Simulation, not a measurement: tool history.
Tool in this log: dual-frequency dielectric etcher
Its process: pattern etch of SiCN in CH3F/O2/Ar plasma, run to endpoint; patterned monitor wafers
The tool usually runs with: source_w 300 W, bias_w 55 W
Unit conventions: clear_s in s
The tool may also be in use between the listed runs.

run	hour	source_w	bias_w	wafers since the last listed run	hours since the last wet clean	hours since the last source power generator calibration	hours since the last bias power generator calibration	hours since the last upper electrode change	incoming incoming film thickness, nm	clear_s
1	0	300	55	0	296.6	1927.8	3245.6	2958.7	12.62	45.3
2	44.3	300	55	625	340.9	1972.1	3289.9	3003	12.58	44.4
3	88.7	300	55	626	385.3	2016.5	3334.3	3047.4	12.6	44.4
# hour 149.9: wet clean of the chamber
4	150.4	300	55	532	0.5	2078.2	3396	3109.1	12.54	46
5	224.5	300	55	1046	74.6	2152.3	3470.1	3183.2	12.64	46.2
6	289.1	260	55	912	139.2	2216.9	3534.7	3247.8	12.66	47
7	330.8	260	55	588	180.9	2258.6	3576.4	3289.5	12.61	47
8	417.4	300	55	1222	267.5	2345.2	3663	3376.1	12.74	45.4
9	494	300	55	1081	344.1	2421.8	3739.6	3452.7	12.57	44
10	562.3	300	55	964	412.4	2490.1	3807.9	3521	12.62	44.1
# hour 591.7: wet clean of the chamber
11	667.9	300	55	1152	76.2	2595.7	3913.5	3626.6	12.66	46.6
12	742.1	300	55	1047	150.4	2669.9	3987.7	3700.8	12.65	46.5
# hour 762.7: source power generator calibrated
13	846.2	300	55	1413	254.5	83.5	4091.8	3804.9	12.56	45.2
14	888.8	280	64	601	297.1	126.1	4134.4	3847.5	12.61	42.6
15	958.4	280	64	982	366.7	195.7	4204	3917.1	12.54	41.7
# hour 975.4: bias power generator calibrated
# hour 999.5: wet clean of the chamber
16	1002.3	300	63	224	2.8	239.6	26.9	3961	12.47	42.7
17	1057.9	300	55	784	58.4	295.2	82.5	4016.6	12.41	45.2
18	1114	350	59	792	114.5	351.3	138.6	4072.7	12.63	42.5
# hour 1432.3: wet clean of the chamber
19	1432.8	280	67	4162	0.5	670.1	457.4	4391.5	12.57	42.6
# hour 1528.7: upper electrode replaced
20	1529.2	350	63	1022	96.9	766.5	553.8	0.5	12.58	40.8
21	1563.1	270	43	478	130.8	800.4	587.7	34.4	12.64	54.3
22	1625.9	230	60	886	193.6	863.2	650.5	97.2	12.68	46.7
23	1662	270	61	509	229.7	899.3	686.6	133.3	12.68	44
24	1733.6	300	64	1010	301.3	970.9	758.2	204.9	12.46	40.9
25	1826.2	230	47	1307	393.9	1063.5	850.8	297.5	12.55	51.5
# hour 1896.4: wet clean of the chamber
26	1896.9	270	44	659	0.5	1134.2	921.5	368.2	12.51	53.7

Forecast run 27:
27	1953.2	300	55	794	56.8	1190.5	977.8	424.5	12.62	?

{"run 27": {"clear_s": 46.1}}
On a tool with no hidden condition, and with the same random variation, this run would have come out at clear_s 46.3 s.

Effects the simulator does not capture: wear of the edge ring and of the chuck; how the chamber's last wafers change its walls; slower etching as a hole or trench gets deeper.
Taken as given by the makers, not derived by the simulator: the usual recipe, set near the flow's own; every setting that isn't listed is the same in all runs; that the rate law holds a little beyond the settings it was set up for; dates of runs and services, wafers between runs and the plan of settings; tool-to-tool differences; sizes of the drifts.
